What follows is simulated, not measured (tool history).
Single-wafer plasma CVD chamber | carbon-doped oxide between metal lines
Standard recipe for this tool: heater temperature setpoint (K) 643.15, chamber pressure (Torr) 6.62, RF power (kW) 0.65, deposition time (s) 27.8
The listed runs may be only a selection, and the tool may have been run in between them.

run,hour,heater temperature setpoint (K),chamber pressure (Torr),RF power (kW),deposition time (s),"read-back reference wafer on the same gauge, thickness_nm",mean film thickness on the monitor wafer (nm)
1,0,643.15,6.62,0.65,27.8,197.924,165.718
2,94.1,643.15,6.62,0.65,27.8,198.036,166.121
3,141.5,638.15,6.62,0.65,27.8,197.942,168.047
4,247.5,638.15,6.62,0.65,27.8,197.909,167.678
5,296.1,643.15,6.62,0.65,27.8,198.056,165.444
# hour 370.8: showerhead replaced
6,392.5,643.15,6.62,0.65,27.8,198.157,165.515
# hour 409.6: thermocouple changed; heater temperature recalibrated
7,436.3,643.15,6.62,0.65,27.8,198.102,166.533
8,477.2,643.15,6.62,0.65,27.8,198.078,166.025
9,553.6,643.15,6.62,0.65,27.8,198.321,166.769
10,632.1,643.15,6.62,0.65,27.8,198.265,165.626
11,726.7,640.15,6.62,0.65,27.8,198.065,167.54
12,808.6,643.15,5.85,0.755,27.8,198.239,181.335
13,848.9,643.15,8.02,0.565,30.2,197.82,164.04
# hour 896.9: gauge calibrated
14,915,654.15,7.57,0.705,22.5,197.946,141.217
15,991.4,643.15,7.97,0.65,27.8,198.08,168.476
16,1082.5,656.15,6.62,0.65,27.8,197.895,160.426
# hour 1101.5: capacitance manometer re-zeroed and calibrated
# hour 1135.8: RF generator calibrated
17,1187.8,643.15,6.62,0.65,27.8,197.788,165.948
18,1282.4,633.15,6.62,0.705,27.8,198,180.038
19,1353.2,658.15,7.68,0.535,24.5,198.284,122.926
20,1423.9,643.15,6.62,0.65,27.8,197.83,165.701
21,1525.6,655.15,5.62,0.765,32,198.075,202.939
22,1599.3,654.15,6.62,0.77,24.5,198.126,161.182
23,1696.2,643.15,7.92,0.65,27.8,198.089,169.241
24,1736.8,655.15,6.62,0.65,27.8,198.004,161.219
25,1833.6,643.15,6.62,0.65,27.8,197.947,165.243
# hour 1861.8: thermocouple changed; heater temperature recalibrated
26,1871,655.15,6.17,0.75,24.5,198.076,155.867

Expected results for the next run?
27,1955.7,643.15,6.62,0.65,27.8,?,?

read-back reference wafer on the same gauge, thickness_nm: 198.079
mean film thickness on the monitor wafer (nm): 165.91
If the tool had no hidden condition, the same run with the same run-to-run variation would have returned mean film thickness on the monitor wafer (nm) 165.91.
